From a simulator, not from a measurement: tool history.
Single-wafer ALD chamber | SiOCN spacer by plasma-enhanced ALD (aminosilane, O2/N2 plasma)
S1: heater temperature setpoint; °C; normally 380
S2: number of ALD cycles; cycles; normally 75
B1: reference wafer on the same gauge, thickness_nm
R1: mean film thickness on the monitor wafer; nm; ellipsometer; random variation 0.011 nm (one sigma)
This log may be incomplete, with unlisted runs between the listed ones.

| run | hour | S1 | S2 | B1 | R1 |
|---|---|---|---|---|---|
| 1 | 0 | 380 | 75 | 5.501 | 4.609 |
| 2 | 24.2 | 380 | 75 | 5.497 | 4.616 |
| 3 | 45.1 | 380 | 75 | 5.504 | 4.618 |
| 4 | 62.9 | 380 | 75 | 5.508 | 4.612 |
| 5 | 83.8 | 380 | 75 | 5.501 | 4.619 |
| 6 | 114.4 | 384 | 75 | 5.507 | 4.614 |
| 7 | 131.7 | 384 | 75 | 5.511 | 4.614 |
| 8 | 161.6 | 384 | 75 | 5.511 | 4.624 |
| 9 | 197.3 | 380 | 75 | 5.507 | 4.626 |
| 10 | 212 | 380 | 75 | 5.51 | 4.648 |
| 11 | 231.4 | 380 | 75 | 5.504 | 4.64 |
| 12 | 262.6 | 380 | 84 | 5.508 | 5.202 |
| 13 | 275.9 | 373 | 75 | 5.51 | 4.631 |
|  | 298.3 | thermocouple changed; heater temperature recalibrated |
| 14 | 299.1 | 373 | 75 | 5.512 | 4.63 |
|  | 302.5 | gauge calibrated |
| 15 | 319.6 | 373 | 75 | 5.436 | 4.566 |
| 16 | 341.6 | 380 | 68 | 5.438 | 4.131 |
| 17 | 358.2 | 380 | 68 | 5.446 | 4.142 |
| 18 | 379.7 | 380 | 68 | 5.453 | 4.167 |
| 19 | 392.2 | 380 | 75 | 5.453 | 4.585 |
| 20 | 416.1 | 376 | 83 | 5.455 | 5.075 |
| 21 | 441.4 | 372 | 89 | 5.464 | 5.457 |
| 22 | 471.8 | 380 | 75 | 5.468 | 4.581 |
| 23 | 499.4 | 370 | 89 | 5.47 | 5.438 |
| 24 | 523 | 374 | 63 | 5.468 | 3.851 |
| 25 | 539.1 | 380 | 66 | 5.481 | 4.058 |
| 26 | 557.1 | 376 | 83 | 5.477 | 5.097 |
| 27 | 577.5 | 380 | 80 | 5.478 | 4.912 |
| 28 | 613.4 | 380 | 75 | 5.49 | 4.586 |
| 29 | 640.1 | 392 | 63 | 5.482 | 3.875 |

Estimate the outcome of run 30 from the log above:
| 30 | 658.8 | 380 | 70 | ? | ? |

For run 30 the tool returned B1 5.482, R1 4.301 nm.
With no hidden state in the tool, this same run would have given R1 4.263 nm.

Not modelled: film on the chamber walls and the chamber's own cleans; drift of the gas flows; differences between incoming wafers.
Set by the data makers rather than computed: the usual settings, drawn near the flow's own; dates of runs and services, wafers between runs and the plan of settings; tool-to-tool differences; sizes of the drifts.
